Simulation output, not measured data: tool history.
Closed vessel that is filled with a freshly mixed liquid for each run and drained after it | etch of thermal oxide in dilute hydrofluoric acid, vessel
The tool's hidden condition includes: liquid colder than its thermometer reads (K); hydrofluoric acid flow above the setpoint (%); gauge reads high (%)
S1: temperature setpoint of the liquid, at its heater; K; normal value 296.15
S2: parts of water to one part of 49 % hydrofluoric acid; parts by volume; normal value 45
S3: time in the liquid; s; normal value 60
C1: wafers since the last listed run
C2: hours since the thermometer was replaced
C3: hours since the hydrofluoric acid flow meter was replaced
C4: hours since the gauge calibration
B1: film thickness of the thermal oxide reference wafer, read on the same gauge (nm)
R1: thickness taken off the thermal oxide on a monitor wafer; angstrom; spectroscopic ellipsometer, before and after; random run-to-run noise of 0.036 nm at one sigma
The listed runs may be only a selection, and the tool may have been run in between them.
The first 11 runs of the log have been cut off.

Run 12, hour 509.4: usual settings but S1 299.15 K; C1 3703; C2 1773.7; C3 1230.4; C4 1010.4; B1 110.00. Result: R1 79.8 angstrom.
Run 13, hour 579.4: usual settings but S3 50 s; C1 6015; C2 1843.7; C3 1300.4; C4 1080.4; B1 110.00. Result: R1 59.5 angstrom.
Run 14, hour 620.6: usual settings; C1 3540; C2 1884.9; C3 1341.6; C4 1121.6; B1 110.00. Result: R1 71.6 angstrom.
Run 15, hour 646.2: usual settings; C1 2199; C2 1910.5; C3 1367.2; C4 1147.2; B1 110.01. Result: R1 70.6 angstrom.
Run 16, hour 691.1: usual settings but S1 294.65 K, S2 55 parts by volume; C1 3858; C2 1955.4; C3 1412.1; C4 1192.1; B1 110.01. Result: R1 53.2 angstrom.
At hour 739.8: hydrofluoric acid flow meter replaced.
Run 17, hour 751.8: usual settings but S1 294.15 K; C1 5130; C2 2016.1; C3 12.0; C4 1252.8; B1 110.00. Result: R1 64.8 angstrom.
Run 18, hour 810.6: usual settings; C1 5052; C2 2074.9; C3 70.8; C4 1311.6; B1 110.00. Result: R1 70.3 angstrom.
Run 19, hour 865.2: usual settings but S2 50 parts by volume; C1 4691; C2 2129.5; C3 125.4; C4 1366.2; B1 110.02. Result: R1 62.8 angstrom.
Run 20, hour 898.5: usual settings but S2 60 parts by volume, S3 50 s; C1 2861; C2 2162.8; C3 158.7; C4 1399.5; B1 110.01. Result: R1 43.5 angstrom.
Run 21, hour 962.9: usual settings but S1 299.15 K; C1 5533; C2 2227.2; C3 223.1; C4 1463.9; B1 110.02. Result: R1 80.2 angstrom.
Run 22, hour 1007.7: usual settings; C1 3849; C2 2272.0; C3 267.9; C4 1508.7; B1 110.01. Result: R1 71.0 angstrom.
Run 23, hour 1067.7: usual settings; C1 5155; C2 2332.0; C3 327.9; C4 1568.7; B1 109.98. Result: R1 71.0 angstrom.
Run 24, hour 1104.0: usual settings but S1 292.15 K, S2 25 parts by volume; C1 3119; C2 2368.3; C3 364.2; C4 1605.0; B1 110.03. Result: R1 109.2 angstrom.
Run 25, hour 1158.3: usual settings; C1 4666; C2 2422.6; C3 418.5; C4 1659.3; B1 110.01. Result: R1 71.1 angstrom.
Run 26, hour 1230.2: usual settings but S1 292.65 K, S2 60 parts by volume, S3 85 s; C1 6178; C2 2494.5; C3 490.4; C4 1731.2; B1 110.01. Result: R1 64.1 angstrom.
Run 27, hour 1422.4: usual settings; C1 16515; C2 2686.7; C3 682.6; C4 1923.4; B1 109.99. Result: R1 70.4 angstrom.
At hour 1438.3: gauge calibrated.
At hour 1491.5: thermometer replaced.
Run 28, hour 1533.7: usual settings but S2 50 parts by volume, S3 40 s; C1 9478; C2 42.2; C3 793.9; C4 95.4; B1 109.98. Result: R1 42.0 angstrom.
Run 29, hour 1578.1: usual settings but S1 297.65 K, S3 30 s; C1 3815; C2 86.6; C3 838.3; C4 139.8; B1 110.00. Result: R1 37.9 angstrom.
Run 30, hour 1639.9: usual settings but S1 297.65 K, S2 35 parts by volume; C1 5310; C2 148.4; C3 900.1; C4 201.6; B1 110.01. Result: R1 98.7 angstrom.
Run 31, hour 1803.8: usual settings but S2 50 parts by volume, S3 90 s; C1 14083; C2 312.3; C3 1064.0; C4 365.5; B1 110.01. Result: R1 95.0 angstrom.
Run 32, hour 1858.8: usual settings but S1 299.65 K, S2 60 parts by volume, S3 30 s; C1 4726; C2 367.3; C3 1119.0; C4 420.5; B1 109.99. Result: R1 30.2 angstrom.
Run 33, hour 1914.9: usual settings but S1 294.65 K, S2 55 parts by volume; C1 4820; C2 423.4; C3 1175.1; C4 476.6; B1 110.01. Result: R1 53.6 angstrom.

Below are 5 alternative next runs, each starting from the tool's condition after run 33. Predict each:
Run A, hour 1915.6: usual settings but S1 300.65 K; C1 60; C2 424.1; C3 1175.8; C4 477.3; B1 ?. Result: R1 ?.
Run B, hour 1915.6: usual settings but S2 40 parts by volume; C1 60; C2 424.1; C3 1175.8; C4 477.3; B1 ?. Result: R1 ?.
Run C, hour 1915.6: usual settings but S1 293.15 K, S2 35 parts by volume, S3 35 s; C1 60; C2 424.1; C3 1175.8; C4 477.3; B1 ?. Result: R1 ?.
Run D, hour 1915.6: usual settings but S3 40 s; C1 60; C2 424.1; C3 1175.8; C4 477.3; B1 ?. Result: R1 ?.
Run E, hour 1915.6: usual settings but S1 293.65 K; C1 60; C2 424.1; C3 1175.8; C4 477.3; B1 ?. Result: R1 ?.

run      B1    R1
  A  110.00  85.4
  B  110.00  80.4
  C  110.00  47.5
  D  110.00  47.3
  E  110.00  63.9
With the hidden condition removed and each run's random variation left untouched, the same runs would have given:
run    R1
  A  85.4
  B  80.4
  C  47.5
  D  47.3
  E  63.9
